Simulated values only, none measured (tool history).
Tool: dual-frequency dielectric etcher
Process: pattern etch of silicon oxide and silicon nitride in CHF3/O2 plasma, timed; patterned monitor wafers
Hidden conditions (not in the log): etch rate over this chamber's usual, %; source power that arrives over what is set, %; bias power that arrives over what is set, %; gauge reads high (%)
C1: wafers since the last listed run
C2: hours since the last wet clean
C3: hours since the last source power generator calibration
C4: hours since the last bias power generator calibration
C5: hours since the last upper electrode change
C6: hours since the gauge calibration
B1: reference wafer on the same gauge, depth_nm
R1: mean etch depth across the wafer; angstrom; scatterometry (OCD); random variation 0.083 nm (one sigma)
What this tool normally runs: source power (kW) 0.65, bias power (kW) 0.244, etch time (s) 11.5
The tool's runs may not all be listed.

{"run": 1, "hour": 0.0, "source power (kW)": 0.75, "bias power (kW)": 0.282, "etch time (s)": 11.5, "C1": 0, "C2": 445.5, "C3": 3340.4, "C4": 3651, "C5": 3546.7, "C6": 53.1, "B1": 20.61, "R1": 195.8}
{"run": 2, "hour": 8.0, "source power (kW)": 0.75, "bias power (kW)": 0.282, "etch time (s)": 11.5, "C1": 81, "C2": 453.5, "C3": 3348.4, "C4": 3659, "C5": 3554.7, "C6": 61.1, "B1": 20.56, "R1": 193.7}
{"run": 3, "hour": 15.9, "source power (kW)": 0.7, "bias power (kW)": 0.244, "etch time (s)": 13, "C1": 80, "C2": 461.4, "C3": 3356.3, "C4": 3666.9, "C5": 3562.6, "C6": 69, "B1": 20.62, "R1": 198.9}
{"run": 4, "hour": 24.7, "source power (kW)": 0.7, "bias power (kW)": 0.244, "etch time (s)": 13, "C1": 90, "C2": 470.2, "C3": 3365.1, "C4": 3675.7, "C5": 3571.4, "C6": 77.8, "B1": 20.58, "R1": 198.4}
{"run": 5, "hour": 41.7, "source power (kW)": 0.7, "bias power (kW)": 0.244, "etch time (s)": 13, "C1": 173, "C2": 487.2, "C3": 3382.1, "C4": 3692.7, "C5": 3588.4, "C6": 94.8, "B1": 20.6, "R1": 197.3}
{"hour": 74.0, "done": "bias power generator calibrated"}
{"hour": 76.2, "done": "wet clean of the chamber"}
{"run": 6, "hour": 76.7, "source power (kW)": 0.65, "bias power (kW)": 0.244, "etch time (s)": 11.5, "C1": 293, "C2": 0.5, "C3": 3417.1, "C4": 2.7, "C5": 3623.4, "C6": 129.8, "B1": 20.6, "R1": 177.7}
{"run": 7, "hour": 77.1, "source power (kW)": 0.65, "bias power (kW)": 0.244, "etch time (s)": 11.5, "C1": 4, "C2": 0.9, "C3": 3417.5, "C4": 3.1, "C5": 3623.8, "C6": 130.2, "B1": 20.61, "R1": 178.8}
{"run": 8, "hour": 77.4, "source power (kW)": 0.65, "bias power (kW)": 0.244, "etch time (s)": 10, "C1": 3, "C2": 1.2, "C3": 3417.8, "C4": 3.4, "C5": 3624.1, "C6": 130.5, "B1": 20.66, "R1": 155.2}
{"run": 9, "hour": 90.7, "source power (kW)": 0.65, "bias power (kW)": 0.244, "etch time (s)": 11.5, "C1": 136, "C2": 14.5, "C3": 3431.1, "C4": 16.7, "C5": 3637.4, "C6": 143.8, "B1": 20.58, "R1": 177.4}
{"hour": 118.0, "done": "upper electrode replaced, of another model than before"}
{"hour": 118.2, "done": "gauge calibrated"}
{"run": 10, "hour": 118.5, "source power (kW)": 0.79, "bias power (kW)": 0.215, "etch time (s)": 14, "C1": 38, "C2": 42.3, "C3": 3458.9, "C4": 44.5, "C5": 0.5, "C6": 0.3, "B1": 20.62, "R1": 218.7}
{"run": 11, "hour": 118.8, "source power (kW)": 0.65, "bias power (kW)": 0.195, "etch time (s)": 13, "C1": 3, "C2": 42.6, "C3": 3459.2, "C4": 44.8, "C5": 0.8, "C6": 0.6, "B1": 20.61, "R1": 159.1}
{"run": 12, "hour": 121.9, "source power (kW)": 0.65, "bias power (kW)": 0.244, "etch time (s)": 14, "C1": 31, "C2": 45.7, "C3": 3462.3, "C4": 47.9, "C5": 3.9, "C6": 3.7, "B1": 20.61, "R1": 215.4}
{"run": 13, "hour": 139.4, "source power (kW)": 0.8, "bias power (kW)": 0.244, "etch time (s)": 11.5, "C1": 179, "C2": 63.2, "C3": 3479.8, "C4": 65.4, "C5": 21.4, "C6": 21.2, "B1": 20.57, "R1": 202.1}
{"run": 14, "hour": 156.0, "source power (kW)": 0.65, "bias power (kW)": 0.244, "etch time (s)": 11.5, "C1": 169, "C2": 79.8, "C3": 3496.4, "C4": 82, "C5": 38, "C6": 37.8, "B1": 20.61, "R1": 177.9}
{"hour": 166.1, "done": "source power generator calibrated"}
{"run": 15, "hour": 166.6, "source power (kW)": 0.79, "bias power (kW)": 0.215, "etch time (s)": 14, "C1": 67, "C2": 90.4, "C3": 0.5, "C4": 92.6, "C5": 48.6, "C6": 48.4, "B1": 20.62, "R1": 216.9}
{"run": 16, "hour": 173.8, "source power (kW)": 0.76, "bias power (kW)": 0.244, "etch time (s)": 8, "C1": 73, "C2": 97.6, "C3": 7.7, "C4": 99.8, "C5": 55.8, "C6": 55.6, "B1": 20.58, "R1": 136.2}

Run 17 is up next; what results do you expect?
{"run": 17, "hour": 186.4, "source power (kW)": 0.65, "bias power (kW)": 0.244, "etch time (s)": 11.5, "C1": 128, "C2": 110.2, "C3": 20.3, "C4": 112.4, "C5": 68.4, "C6": 68.2, "B1": "?", "R1": "?"}

B1: 20.56
R1: 177.1 angstrom
On a tool with no hidden condition, and with the same random variation, this run would have come out at R1 181.8 angstrom.

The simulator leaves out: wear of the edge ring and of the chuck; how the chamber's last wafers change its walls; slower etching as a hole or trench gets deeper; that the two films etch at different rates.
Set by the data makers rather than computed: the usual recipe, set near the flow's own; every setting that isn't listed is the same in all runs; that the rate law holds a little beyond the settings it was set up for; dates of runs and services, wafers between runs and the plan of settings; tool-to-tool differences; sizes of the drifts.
